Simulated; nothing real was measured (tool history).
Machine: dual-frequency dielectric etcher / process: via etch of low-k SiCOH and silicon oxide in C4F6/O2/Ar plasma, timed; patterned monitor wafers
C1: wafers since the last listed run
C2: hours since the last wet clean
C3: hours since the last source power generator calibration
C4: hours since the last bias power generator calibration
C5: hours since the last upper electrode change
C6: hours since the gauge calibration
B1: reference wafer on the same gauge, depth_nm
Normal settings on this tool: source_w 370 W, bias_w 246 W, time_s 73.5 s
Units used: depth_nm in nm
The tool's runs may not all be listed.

{"run": 1, "hour": 0.0, "source_w": 370, "bias_w": 246, "time_s": 73.5, "C1": 0, "C2": 475.8, "C3": 531.1, "C4": 3991.4, "C5": 3687.0, "C6": 1116.7, "B1": 275.2, "depth_nm": 251.7}
{"hour": 33.8, "done": "wet clean of the chamber"}
{"run": 2, "hour": 59.3, "source_w": 370, "bias_w": 246, "time_s": 73.5, "C1": 469, "C2": 25.5, "C3": 590.4, "C4": 4050.7, "C5": 3746.3, "C6": 1176.0, "B1": 275.1, "depth_nm": 253.2}
{"hour": 124.6, "done": "gauge calibrated"}
{"run": 3, "hour": 126.9, "source_w": 370, "bias_w": 246, "time_s": 73.5, "C1": 899, "C2": 93.1, "C3": 658.0, "C4": 4118.3, "C5": 3813.9, "C6": 2.3, "B1": 275.1, "depth_nm": 252.5}
{"hour": 150.6, "done": "bias power generator calibrated"}
{"run": 4, "hour": 195.0, "source_w": 370, "bias_w": 285, "time_s": 73.5, "C1": 853, "C2": 161.2, "C3": 726.1, "C4": 44.4, "C5": 3882.0, "C6": 70.4, "B1": 275.3, "depth_nm": 265.1}
{"run": 5, "hour": 253.6, "source_w": 370, "bias_w": 246, "time_s": 73.5, "C1": 780, "C2": 219.8, "C3": 784.7, "C4": 103.0, "C5": 3940.6, "C6": 129.0, "B1": 274.8, "depth_nm": 250.8}
{"run": 6, "hour": 310.9, "source_w": 370, "bias_w": 246, "time_s": 80.0, "C1": 762, "C2": 277.1, "C3": 842.0, "C4": 160.3, "C5": 3997.9, "C6": 186.3, "B1": 275.1, "depth_nm": 274.4}
{"run": 7, "hour": 354.4, "source_w": 370, "bias_w": 246, "time_s": 73.5, "C1": 579, "C2": 320.6, "C3": 885.5, "C4": 203.8, "C5": 4041.4, "C6": 229.8, "B1": 275.2, "depth_nm": 251.2}
{"run": 8, "hour": 418.1, "source_w": 440, "bias_w": 216, "time_s": 55.5, "C1": 847, "C2": 384.3, "C3": 949.2, "C4": 267.5, "C5": 4105.1, "C6": 293.5, "B1": 275.1, "depth_nm": 192.1}
{"run": 9, "hour": 460.9, "source_w": 370, "bias_w": 246, "time_s": 73.5, "C1": 569, "C2": 427.1, "C3": 992.0, "C4": 310.3, "C5": 4147.9, "C6": 336.3, "B1": 274.8, "depth_nm": 251.9}
{"run": 10, "hour": 490.4, "source_w": 400, "bias_w": 306, "time_s": 80.5, "C1": 392, "C2": 456.6, "C3": 1021.5, "C4": 339.8, "C5": 4177.4, "C6": 365.8, "B1": 275.0, "depth_nm": 305.2}
{"hour": 555.8, "done": "wet clean of the chamber"}
{"run": 11, "hour": 556.3, "source_w": 440, "bias_w": 216, "time_s": 55.5, "C1": 557, "C2": 0.5, "C3": 1087.4, "C4": 405.7, "C5": 4243.3, "C6": 431.7, "B1": 274.9, "depth_nm": 191.6}
{"hour": 597.6, "done": "upper electrode replaced"}
{"run": 12, "hour": 598.1, "source_w": 370, "bias_w": 246, "time_s": 54.5, "C1": 236, "C2": 42.3, "C3": 1129.2, "C4": 447.5, "C5": 0.5, "C6": 473.5, "B1": 275.0, "depth_nm": 187.2}
{"run": 13, "hour": 622.4, "source_w": 370, "bias_w": 299, "time_s": 89.0, "C1": 323, "C2": 66.6, "C3": 1153.5, "C4": 471.8, "C5": 24.8, "C6": 497.8, "B1": 274.8, "depth_nm": 325.6}
{"run": 14, "hour": 680.0, "source_w": 430, "bias_w": 280, "time_s": 60.0, "C1": 766, "C2": 124.2, "C3": 1211.1, "C4": 529.4, "C5": 82.4, "C6": 555.4, "B1": 274.9, "depth_nm": 224.9}
{"run": 15, "hour": 715.3, "source_w": 320, "bias_w": 207, "time_s": 51.5, "C1": 469, "C2": 159.5, "C3": 1246.4, "C4": 564.7, "C5": 117.7, "C6": 590.7, "B1": 275.0, "depth_nm": 160.7}
{"run": 16, "hour": 775.3, "source_w": 370, "bias_w": 199, "time_s": 93.5, "C1": 798, "C2": 219.5, "C3": 1306.4, "C4": 624.7, "C5": 177.7, "C6": 650.7, "B1": 274.8, "depth_nm": 299.9}
{"run": 17, "hour": 815.0, "source_w": 370, "bias_w": 226, "time_s": 60.5, "C1": 528, "C2": 259.2, "C3": 1346.1, "C4": 664.4, "C5": 217.4, "C6": 690.4, "B1": 274.8, "depth_nm": 202.1}
{"run": 18, "hour": 850.0, "source_w": 290, "bias_w": 246, "time_s": 73.5, "C1": 465, "C2": 294.2, "C3": 1381.1, "C4": 699.4, "C5": 252.4, "C6": 725.4, "B1": 275.1, "depth_nm": 235.6}
{"run": 19, "hour": 910.2, "source_w": 370, "bias_w": 246, "time_s": 87.0, "C1": 801, "C2": 354.4, "C3": 1441.3, "C4": 759.6, "C5": 312.6, "C6": 785.6, "B1": 274.9, "depth_nm": 298.4}
{"hour": 915.5, "done": "source power generator calibrated"}
{"run": 20, "hour": 973.3, "source_w": 370, "bias_w": 293, "time_s": 73.5, "C1": 786, "C2": 417.5, "C3": 57.8, "C4": 822.7, "C5": 375.7, "C6": 848.7, "B1": 275.2, "depth_nm": 268.4}
{"run": 21, "hour": 1031.8, "source_w": 370, "bias_w": 246, "time_s": 73.5, "C1": 778, "C2": 476.0, "C3": 116.3, "C4": 881.2, "C5": 434.2, "C6": 907.2, "B1": 274.9, "depth_nm": 252.6}
{"run": 22, "hour": 1061.3, "source_w": 350, "bias_w": 213, "time_s": 73.5, "C1": 392, "C2": 505.5, "C3": 145.8, "C4": 910.7, "C5": 463.7, "C6": 936.7, "B1": 275.3, "depth_nm": 236.5}
{"hour": 1117.0, "done": "wet clean of the chamber"}
{"run": 23, "hour": 1117.5, "source_w": 370, "bias_w": 278, "time_s": 73.5, "C1": 428, "C2": 0.5, "C3": 202.0, "C4": 966.9, "C5": 519.9, "C6": 992.9, "B1": 275.0, "depth_nm": 262.8}
{"run": 24, "hour": 1147.6, "source_w": 370, "bias_w": 246, "time_s": 73.5, "C1": 400, "C2": 30.6, "C3": 232.1, "C4": 997.0, "C5": 550.0, "C6": 1023.0, "B1": 275.0, "depth_nm": 251.7}
{"run": 25, "hour": 1192.1, "source_w": 440, "bias_w": 294, "time_s": 73.5, "C1": 592, "C2": 75.1, "C3": 276.6, "C4": 1041.5, "C5": 594.5, "C6": 1067.5, "B1": 274.9, "depth_nm": 281.2}
{"run": 26, "hour": 1237.3, "source_w": 340, "bias_w": 227, "time_s": 85.0, "C1": 601, "C2": 120.3, "C3": 321.8, "C4": 1086.7, "C5": 639.7, "C6": 1112.7, "B1": 274.9, "depth_nm": 277.6}
{"run": 27, "hour": 1289.2, "source_w": 370, "bias_w": 209, "time_s": 90.0, "C1": 690, "C2": 172.2, "C3": 373.7, "C4": 1138.6, "C5": 691.6, "C6": 1164.6, "B1": 275.2, "depth_nm": 292.9}
{"run": 28, "hour": 1333.2, "source_w": 370, "bias_w": 246, "time_s": 73.5, "C1": 585, "C2": 216.2, "C3": 417.7, "C4": 1182.6, "C5": 735.6, "C6": 1208.6, "B1": 275.2, "depth_nm": 252.3}
{"run": 29, "hour": 1392.9, "source_w": 370, "bias_w": 306, "time_s": 73.5, "C1": 794, "C2": 275.9, "C3": 477.4, "C4": 1242.3, "C5": 795.3, "C6": 1268.3, "B1": 275.0, "depth_nm": 270.9}
{"hour": 1417.2, "done": "gauge calibrated"}
{"run": 30, "hour": 1560.1, "source_w": 370, "bias_w": 226, "time_s": 73.5, "C1": 2225, "C2": 443.1, "C3": 644.6, "C4": 1409.5, "C5": 962.5, "C6": 142.9, "B1": 274.9, "depth_nm": 244.6}

Each row is a separate what-if for the run after 30, all from the same tool condition, not one after another. Results?
{"run": "A", "hour": 1560.5, "source_w": 370, "bias_w": 229, "time_s": 73.5, "C1": 5, "C2": 443.5, "C3": 645.0, "C4": 1409.9, "C5": 962.9, "C6": 143.3, "B1": "?", "depth_nm": "?"}
{"run": "B", "hour": 1560.5, "source_w": 440, "bias_w": 246, "time_s": 52.5, "C1": 5, "C2": 443.5, "C3": 645.0, "C4": 1409.9, "C5": 962.9, "C6": 143.3, "B1": "?", "depth_nm": "?"}
{"run": "C", "hour": 1560.5, "source_w": 300, "bias_w": 282, "time_s": 63.0, "C1": 5, "C2": 443.5, "C3": 645.0, "C4": 1409.9, "C5": 962.9, "C6": 143.3, "B1": "?", "depth_nm": "?"}

run=A B1=275.2 depth_nm=245.2
run=B B1=275.2 depth_nm=188.5
run=C B1=275.2 depth_nm=212.7
Without the tool's hidden state the same runs would have given:
run=A depth_nm=245.2
run=B depth_nm=188.5
run=C depth_nm=212.7

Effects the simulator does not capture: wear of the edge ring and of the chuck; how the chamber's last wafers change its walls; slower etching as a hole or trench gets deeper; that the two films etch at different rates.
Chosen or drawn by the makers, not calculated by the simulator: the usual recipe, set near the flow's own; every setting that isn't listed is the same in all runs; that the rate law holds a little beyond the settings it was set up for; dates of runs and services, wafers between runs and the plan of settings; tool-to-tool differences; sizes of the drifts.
